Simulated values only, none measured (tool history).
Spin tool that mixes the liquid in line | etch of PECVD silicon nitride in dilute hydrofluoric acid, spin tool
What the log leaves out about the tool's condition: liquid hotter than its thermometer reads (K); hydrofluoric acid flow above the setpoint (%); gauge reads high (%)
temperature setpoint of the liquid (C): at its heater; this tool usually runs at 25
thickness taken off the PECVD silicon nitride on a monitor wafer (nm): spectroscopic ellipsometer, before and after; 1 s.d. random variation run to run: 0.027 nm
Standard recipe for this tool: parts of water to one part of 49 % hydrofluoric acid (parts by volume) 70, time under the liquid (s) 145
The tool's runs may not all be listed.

run,hour,temperature setpoint of the liquid (C),parts of water to one part of 49 % hydrofluoric acid (parts by volume),time under the liquid (s),wafers since the last listed run,hours since the thermometer was replaced,hours since the hydrofluoric acid flow meter was replaced,hours since the gauge calibration,"read-back film thickness of the PECVD silicon nitride reference wafer, read on the same gauge (nm)",thickness taken off the PECVD silicon nitride on a monitor wafer (nm)
1,0,25,80,145,0,476.4,317.2,771.8,120,7.14
2,53.3,25,80,145,529,529.7,370.5,825.1,120,7.12
# hour 199.5: hydrofluoric acid flow meter replaced
3,257.9,25,70,145,2021,734.3,58.4,1029.7,120,8.31
# hour 311.7: thermometer replaced
4,318.3,25,70,145,589,6.6,118.8,1090.1,119.99,7.9
5,464.7,25,70,145,1453,153,265.2,1236.5,120,7.99
6,601.5,25,70,145,1358,289.8,402,1373.3,120,8.09
7,645.3,25,70,145,434,333.6,445.8,1417.1,120.01,8.07
# hour 725.9: hydrofluoric acid flow meter replaced
8,854.3,28.5,70,145,2065,542.6,128.4,1626.1,120,10.32
9,889.7,25,70,145,351,578,163.8,1661.5,120,8.21
10,931.8,25,70,145,417,620.1,205.9,1703.6,120,8.28
# hour 944.3: thermometer replaced
11,991.7,25,70,145,584,47.4,265.8,1763.5,119.99,7.94
12,1052.2,25,70,145,600,107.9,326.3,1824,120.01,7.99
13,1113.8,25,70,145,611,169.5,387.9,1885.6,120,8
14,1149.8,25,70,115,357,205.5,423.9,1921.6,119.99,6.39
# hour 1174.2: hydrofluoric acid flow meter replaced
15,1207.7,30,70,105,564,263.4,33.5,1979.5,120.01,8.01
16,1260.9,22.5,85,190,528,316.6,86.7,2032.7,120,7.39
17,1291.8,27.5,90,195,306,347.5,117.6,2063.6,119.99,9.98
# hour 1321.8: gauge calibrated
18,1339.1,25,70,145,469,394.8,164.9,17.3,119.99,8.1
19,1389.8,20,70,120,503,445.5,215.6,68,120.02,4.82
20,1458.7,23.5,35,145,684,514.4,284.5,136.9,120,14.69
21,1491.8,30,70,145,328,547.5,317.6,170,119.98,11.31
22,1516.6,30,70,105,246,572.3,342.4,194.8,120.01,8.25
# hour 1682: hydrofluoric acid flow meter replaced
# hour 1694.3: thermometer replaced
23,1726.5,25,45,120,2064,32.2,44.5,404.7,119.98,10.15
24,1771.5,25,85,110,446,77.2,89.5,449.7,119.98,4.98
25,1840.6,25,70,145,686,146.3,158.6,518.8,120,8.05
26,1887.4,21.5,95,190,464,193.1,205.4,565.6,120.01,6.16
27,1957.2,30,70,105,693,262.9,275.2,635.4,120,8.08
28,2028.7,25,70,145,709,334.4,346.7,706.9,120,8.09
29,2061.7,25,85,145,327,367.4,379.7,739.9,119.99,6.7
30,2095.8,25,95,145,338,401.5,413.8,774,119.98,6.03
# hour 2209.8: hydrofluoric acid flow meter replaced
31,2310.5,25,70,110,2121,616.2,100.7,988.7,119.99,6.27
32,2371.9,25,70,200,609,677.6,162.1,1050.1,119.99,11.43
33,2402.5,29.5,100,145,303,708.2,192.7,1080.7,120,7.75

Alternative continuations, all from the tool just after run 33; predict every row:
A,2403,25,70,145,4,708.7,193.2,1081.2,?,?
B,2403,28,100,120,4,708.7,193.2,1081.2,?,?
C,2403,25,70,180,4,708.7,193.2,1081.2,?,?

run,"read-back film thickness of the PECVD silicon nitride reference wafer, read on the same gauge (nm)",thickness taken off the PECVD silicon nitride on a monitor wafer (nm)
A,120,8.35
B,120,5.89
C,120,10.37
With no hidden state in the tool, these same runs would have given:
run,thickness taken off the PECVD silicon nitride on a monitor wafer (nm)
A,7.91
B,5.59
C,9.82

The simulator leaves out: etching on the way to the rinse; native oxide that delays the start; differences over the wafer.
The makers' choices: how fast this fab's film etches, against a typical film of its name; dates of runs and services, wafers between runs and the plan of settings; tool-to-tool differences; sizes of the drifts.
